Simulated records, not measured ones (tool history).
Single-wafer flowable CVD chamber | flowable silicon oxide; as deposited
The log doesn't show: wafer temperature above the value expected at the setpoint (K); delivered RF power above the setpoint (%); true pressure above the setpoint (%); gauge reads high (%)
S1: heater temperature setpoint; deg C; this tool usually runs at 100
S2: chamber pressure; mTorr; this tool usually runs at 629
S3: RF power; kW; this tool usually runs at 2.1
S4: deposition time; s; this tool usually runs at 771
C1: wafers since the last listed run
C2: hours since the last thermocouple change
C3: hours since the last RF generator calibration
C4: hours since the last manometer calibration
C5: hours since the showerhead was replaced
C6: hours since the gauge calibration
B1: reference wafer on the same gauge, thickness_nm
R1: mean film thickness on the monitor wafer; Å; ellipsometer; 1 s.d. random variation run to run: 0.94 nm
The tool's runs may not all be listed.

run,hour,S1,S2,S3,S4,C1,C2,C3,C4,C5,C6,B1,R1
1,0,96,629,2.1,771,0,2733.1,1362.7,409.2,4503,428.5,428.708,3891.25
2,33.3,100,724,2.1,771,84,2766.4,1396,442.5,4536.3,461.8,428.786,3815.38
3,61.4,100,724,2.1,771,71,2794.5,1424.1,470.6,4564.4,489.9,429.117,3839.36
4,79.1,100,629,2.1,771,44,2812.2,1441.8,488.3,4582.1,507.6,428.981,3308.72
5,91.2,100,629,2.1,771,30,2824.3,1453.9,500.4,4594.2,519.7,429.275,3307.7
6,103.3,100,629,2.1,771,30,2836.4,1466,512.5,4606.3,531.8,429.079,3318.61
7,116.2,100,629,2.1,771,32,2849.3,1478.9,525.4,4619.2,544.7,429.255,3308.25
8,147.3,100,629,2.1,771,78,2880.4,1510,556.5,4650.3,575.8,429.129,3287.6
# hour 179.3: RF generator calibrated
9,180.3,100,629,2.1,771,63,2913.4,1,589.5,4683.3,608.8,428.873,3296.31
# hour 206: thermocouple changed; heater temperature recalibrated
10,212.9,100,629,2.1,771,62,6.9,33.6,622.1,4715.9,641.4,428.869,3631.96
11,239.1,100,629,2.1,771,66,33.1,59.8,648.3,4742.1,667.6,428.852,3622.54
12,262.7,100,629,2.1,771,59,56.7,83.4,671.9,4765.7,691.2,428.94,3628.99
13,298.7,100,629,2.1,771,91,92.7,119.4,707.9,4801.7,727.2,429.019,3625.2
# hour 314.4: gauge calibrated
14,322.4,100,629,2.1,771,59,116.4,143.1,731.6,4825.4,8,428.833,3621.04
15,336.3,100,629,2.1,771,35,130.3,157,745.5,4839.3,21.9,428.706,3604.54
16,358.9,104,629,1.885,771,57,152.9,179.6,768.1,4861.9,44.5,428.816,2974.88
17,389.6,100,629,2.1,771,77,183.6,210.3,798.8,4892.6,75.2,429.235,3601.81
18,405.3,88,765,1.87,668,39,199.3,226,814.5,4908.3,90.9,429.001,5661.33
19,428,106,629,2.1,704,57,222,248.7,837.2,4931,113.6,428.787,2610.85
20,453.2,88,765,1.87,668,63,247.2,273.9,862.4,4956.2,138.8,429.269,5649.57
# hour 474.7: showerhead replaced
21,482.8,100,730,2.395,892,54,276.8,303.5,892,8.1,168.4,429.004,4976.88
# hour 509.8: capacitance manometer re-zeroed and calibrated
22,510.3,91,629,2.31,771,49,304.3,331,0.5,35.6,195.9,428.89,5237.89
23,540.2,100,695,2.1,620,75,334.2,360.9,30.4,65.5,225.8,429.249,3249.99
24,569.4,105,685,2.1,922,73,363.4,390.1,59.6,94.7,255,429.044,3901.6
25,596.9,100,629,2.1,771,69,390.9,417.6,87.1,122.2,282.5,428.699,3638.83
26,610.5,100,629,2.1,663,34,404.5,431.2,100.7,135.8,296.1,429.33,3128.05
27,641.7,100,629,2.1,771,78,435.7,462.4,131.9,167,327.3,428.897,3639.51
28,653.8,94,737,1.7,646,30,447.8,474.5,144,179.1,339.4,428.947,4087.28

Forecast each of these 4 alternatives for the next run:
A,654.4,106,629,2.1,771,1,448.4,475.1,144.6,179.7,340,?,?
B,654.4,100,756,2.1,771,1,448.4,475.1,144.6,179.7,340,?,?
C,654.4,100,761,2.1,771,1,448.4,475.1,144.6,179.7,340,?,?
D,654.4,86,629,2.1,771,1,448.4,475.1,144.6,179.7,340,?,?

run,B1,R1
A,429.069,2892.3
B,429.069,4388.43
C,429.069,4418.71
D,429.069,6051.89
With no hidden state in the tool, these same runs would have given:
run,R1
A,2908.73
B,4414.44
C,4444.9
D,6082.75

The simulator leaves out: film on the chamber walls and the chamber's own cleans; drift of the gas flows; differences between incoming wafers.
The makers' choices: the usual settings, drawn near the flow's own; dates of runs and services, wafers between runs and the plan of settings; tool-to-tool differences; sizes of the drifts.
